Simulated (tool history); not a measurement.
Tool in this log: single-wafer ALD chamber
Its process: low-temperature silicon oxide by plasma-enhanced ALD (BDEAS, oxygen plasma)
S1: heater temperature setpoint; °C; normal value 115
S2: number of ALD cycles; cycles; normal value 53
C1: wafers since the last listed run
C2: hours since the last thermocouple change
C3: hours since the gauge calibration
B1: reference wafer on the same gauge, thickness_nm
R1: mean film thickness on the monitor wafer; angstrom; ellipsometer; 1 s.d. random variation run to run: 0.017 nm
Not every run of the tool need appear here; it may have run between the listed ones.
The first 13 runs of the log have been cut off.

run,hour,S1,S2,C1,C2,C3,B1,R1
14,155.4,115,53,84,1335.8,308.5,6.503,66.79
15,164.7,115,53,48,1345.1,317.8,6.501,66.54
16,175.1,126,56,53,1355.5,328.2,6.497,69.15
17,186.4,103,53,58,1366.8,339.5,6.496,67.9
# hour 204.5: thermocouple changed; heater temperature recalibrated
18,205,115,49,55,0.5,358.1,6.485,61.52
19,208.2,103,61,16,3.7,361.3,6.484,78.07
# hour 210.4: gauge calibrated
20,215.6,115,53,38,11.1,5.2,6.546,67.42
21,226.6,107,53,57,22.1,16.2,6.551,67.92
22,244.6,107,60,93,40.1,34.2,6.546,77.23
23,266.9,115,63,115,62.4,56.5,6.545,79.97
24,281.3,102,53,74,76.8,70.9,6.55,68.5
25,299,115,53,91,94.5,88.6,6.55,67.54
26,310.8,108,63,61,106.3,100.4,6.544,80.92
27,325.6,101,62,76,121.1,115.2,6.543,80.56
28,340.4,127,53,76,135.9,130,6.542,65.87
29,351.4,103,53,57,146.9,141,6.536,68.38
30,365.7,115,53,74,161.2,155.3,6.528,67.27
31,375.7,108,60,51,171.2,165.3,6.535,77.07
32,386.6,115,46,56,182.1,176.2,6.532,57.96

Each row is a separate what-if for the run after 32, all from the same tool condition, not one after another. Results?
A,387.1,115,53,2,182.6,176.7,?,?
B,387.1,115,61,2,182.6,176.7,?,?
C,387.1,105,56,2,182.6,176.7,?,?

run,B1,R1
A,6.529,67.06
B,6.529,77.18
C,6.529,72.01
Stripped of hidden state, with their random variation kept, the same runs would have yielded:
run,R1
A,67.47
B,77.66
C,72.46

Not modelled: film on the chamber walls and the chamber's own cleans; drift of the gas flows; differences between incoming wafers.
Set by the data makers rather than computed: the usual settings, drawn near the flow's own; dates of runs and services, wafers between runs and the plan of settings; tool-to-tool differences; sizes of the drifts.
